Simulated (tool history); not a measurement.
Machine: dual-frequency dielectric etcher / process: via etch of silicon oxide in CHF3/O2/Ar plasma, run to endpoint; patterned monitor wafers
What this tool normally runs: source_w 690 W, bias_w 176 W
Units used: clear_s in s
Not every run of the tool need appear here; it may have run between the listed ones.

run	day	source_w	bias_w	wafers since the last listed run	hours since the last wet clean	hours since the last source power generator calibration	hours since the last bias power generator calibration	hours since the last upper electrode change	incoming incoming film thickness, nm	clear_s
1	0.000	690	176	0	391.5	3172.6	2303.9	4532.0	754.3	337.5
2	1.121	690	176	138	418.4	3199.5	2330.8	4558.9	752.4	335.9
3	1.762	690	176	79	433.8	3214.9	2346.2	4574.3	754.0	335.9
4	2.425	690	176	81	449.7	3230.8	2362.1	4590.2	756.8	337.6
5	3.850	690	176	175	483.9	3265.0	2396.3	4624.4	754.5	336.1
6	5.083	690	176	152	513.5	3294.6	2425.9	4654.0	759.5	339.6
7	6.221	560	176	140	540.8	3321.9	2453.2	4681.3	755.6	363.6
8	6.971	690	185	92	558.8	3339.9	2471.2	4699.3	755.2	332.2
9	8.354	690	185	170	592.0	3373.1	2504.4	4732.5	750.4	327.4
# day 9.546: wet clean of the chamber
10	9.567	690	185	26	0.5	3402.2	2533.5	4761.6	753.9	322.2
# day 10.175: source power generator calibrated
11	10.471	690	192	90	22.2	7.1	2555.2	4783.3	752.4	318.7
12	13.408	550	217	362	92.7	77.6	2625.7	4853.8	759.3	337.4

Run 13 has not been measured yet. What should we expect?
# day 15.033: upper electrode replaced
# day 15.533: wet clean of the chamber, repeated, since the last time left the tool worse
13	15.554	640	204	79	0.5	129.1	2677.2	12.5	759.7	?

Run 13 yielded clear_s 348.6 s.
Were there no unlogged condition in the tool, this run, its random variation unchanged, would have produced clear_s 346.5 s.
